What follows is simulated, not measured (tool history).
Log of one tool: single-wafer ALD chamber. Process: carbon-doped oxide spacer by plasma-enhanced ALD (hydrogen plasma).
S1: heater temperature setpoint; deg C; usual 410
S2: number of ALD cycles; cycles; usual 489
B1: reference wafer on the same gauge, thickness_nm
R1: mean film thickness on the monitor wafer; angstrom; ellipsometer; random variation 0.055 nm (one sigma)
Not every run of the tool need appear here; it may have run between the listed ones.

| run | hour | S1 | S2 | B1 | R1 |
|---|---|---|---|---|---|
| 1 | 0 | 410 | 489 | 25.339 | 235.88 |
| 2 | 88.6 | 410 | 489 | 25.286 | 234.22 |
| 3 | 194 | 410 | 489 | 25.176 | 234.34 |
| 4 | 246.8 | 410 | 489 | 25.151 | 234.14 |
| 5 | 320.7 | 410 | 489 | 25.808 | 239.38 |
| 6 | 418.2 | 410 | 489 | 25.82 | 239.58 |
| 7 | 480.2 | 410 | 489 | 25.788 | 239.42 |
| 8 | 593.9 | 410 | 489 | 25.778 | 239.06 |
| 9 | 636 | 410 | 489 | 25.774 | 239.19 |
| 10 | 741.2 | 410 | 489 | 25.732 | 238.57 |
| 11 | 783.5 | 410 | 489 | 25.727 | 238.07 |
| 12 | 819.8 | 410 | 489 | 25.727 | 239.15 |
| 13 | 921.3 | 410 | 520 | 25.692 | 253.42 |
| 14 | 981.2 | 410 | 520 | 25.666 | 253.71 |
| 15 | 1089.1 | 410 | 520 | 25.596 | 252.08 |
| 16 | 1151.3 | 419 | 542 | 25.569 | 254.65 |
| 17 | 1221 | 410 | 415 | 25.526 | 201.26 |
| 18 | 1282.8 | 410 | 489 | 25.483 | 236.31 |
| 19 | 1321.4 | 415 | 576 | 25.459 | 273.78 |
| 20 | 1413.4 | 396 | 570 | 25.403 | 283.44 |
| 21 | 1503.3 | 424 | 418 | 25.336 | 190.4 |
| 22 | 1546 | 418 | 425 | 25.705 | 201.23 |
| 23 | 1623.2 | 410 | 401 | 25.692 | 194.88 |
| 24 | 1707.6 | 410 | 489 | 25.688 | 237 |
| 25 | 1808.3 | 410 | 489 | 25.687 | 238.42 |
| 26 | 1875.5 | 405 | 549 | 25.646 | 270.79 |
| 27 | 1926.5 | 410 | 489 | 25.627 | 237.21 |
| 28 | 1989.1 | 406 | 519 | 25.609 | 256.85 |
| 29 | 2088.8 | 403 | 561 | 25.564 | 279.58 |
| 30 | 2183 | 410 | 489 | 25.544 | 237.3 |
| 31 | 2288.4 | 410 | 489 | 25.5 | 236.7 |

Not shown here: 3 entries made in the log between runs. Locate each between two listed runs and compare the hidden state at the listed run before it with the hidden state at the listed run after it:
Logged between run 4 and run 5: gauge calibrated (hour 265.9)
  gauge reads high (%): -2.16 -> 0.468
  the result without the hidden state subtracted from the measured one, R1: -5.18 -> +1.12 angstrom
Logged between run 21 and run 22: gauge calibrated (hour 1506.9)
  gauge reads high (%): -1.48 -> -0.0113
  the result without the hidden state subtracted from the measured one, R1: -2.85 -> -0.02 angstrom
Logged between run 22 and run 23: thermocouple changed; heater temperature recalibrated (hour 1622.7)
  gauge reads high (%): -0.0113 -> -0.0266
  the result without the hidden state subtracted from the measured one, R1: -0.02 -> -0.05 angstrom
